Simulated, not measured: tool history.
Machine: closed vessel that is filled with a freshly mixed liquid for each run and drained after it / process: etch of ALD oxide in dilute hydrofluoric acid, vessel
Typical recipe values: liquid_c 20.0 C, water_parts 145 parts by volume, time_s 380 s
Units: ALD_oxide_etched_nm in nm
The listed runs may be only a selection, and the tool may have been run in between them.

| run | day | liquid_c | water_parts | time_s | read-back film thickness of the ALD oxide reference wafer, read on the same gauge (nm) | ALD_oxide_etched_nm |
|---|---|---|---|---|---|---|
| 1 | 0.000 | 20.0 | 145 | 380 | 60.01 | 37.14 |
| 2 | 1.108 | 20.0 | 145 | 380 | 60.00 | 37.04 |
| 3 | 2.542 | 17.0 | 145 | 380 | 59.96 | 32.41 |
| 4 | 3.567 | 17.0 | 145 | 380 | 60.06 | 32.28 |
| 5 | 4.792 | 17.0 | 145 | 380 | 59.99 | 32.28 |
| 6 | 6.183 | 20.0 | 170 | 380 | 60.02 | 30.27 |
| 7 | 6.750 | 20.0 | 170 | 380 | 59.98 | 30.28 |
|  | 6.950 | gauge calibrated |
| 8 | 7.721 | 20.0 | 170 | 380 | 60.02 | 30.44 |
| 9 | 8.271 | 20.0 | 145 | 380 | 60.05 | 36.21 |
| 10 | 9.967 | 20.0 | 205 | 530 | 60.01 | 33.97 |
| 11 | 11.304 | 20.0 | 145 | 545 | 60.03 | 51.79 |
| 12 | 12.400 | 24.0 | 95 | 510 | 60.01 | 91.02 |
|  | 13.362 | hydrofluoric acid flow meter replaced |
|  | 13.588 | thermometer replaced |
| 13 | 13.629 | 20.0 | 145 | 230 | 59.96 | 24.43 |
| 14 | 14.721 | 21.5 | 210 | 500 | 59.97 | 36.28 |
| 15 | 16.112 | 20.0 | 195 | 600 | 59.99 | 44.92 |
| 16 | 16.775 | 20.0 | 90 | 195 | 59.99 | 35.25 |
| 17 | 17.404 | 20.0 | 145 | 380 | 59.99 | 40.10 |
| 18 | 18.883 | 20.0 | 145 | 380 | 59.99 | 40.21 |

5 ways to go on from here, each from the tool as it stands after run 18. What would each give?
| A | 18.917 | 18.5 | 145 | 380 | ? | ? |
| B | 18.917 | 17.0 | 180 | 545 | ? | ? |
| C | 18.917 | 21.5 | 145 | 470 | ? | ? |
| D | 18.917 | 17.0 | 170 | 215 | ? | ? |
| E | 18.917 | 17.0 | 185 | 185 | ? | ? |

| run | read-back film thickness of the ALD oxide reference wafer, read on the same gauge (nm) | ALD_oxide_etched_nm |
|---|---|---|
| A | 60.01 | 37.93 |
| B | 60.01 | 39.86 |
| C | 60.01 | 52.90 |
| D | 60.01 | 16.81 |
| E | 60.01 | 13.10 |
Had the tool no hidden state, the same runs would have come out as:
| run | ALD_oxide_etched_nm |
|---|---|
| A | 38.80 |
| B | 40.78 |
| C | 54.09 |
| D | 17.19 |
| E | 13.41 |
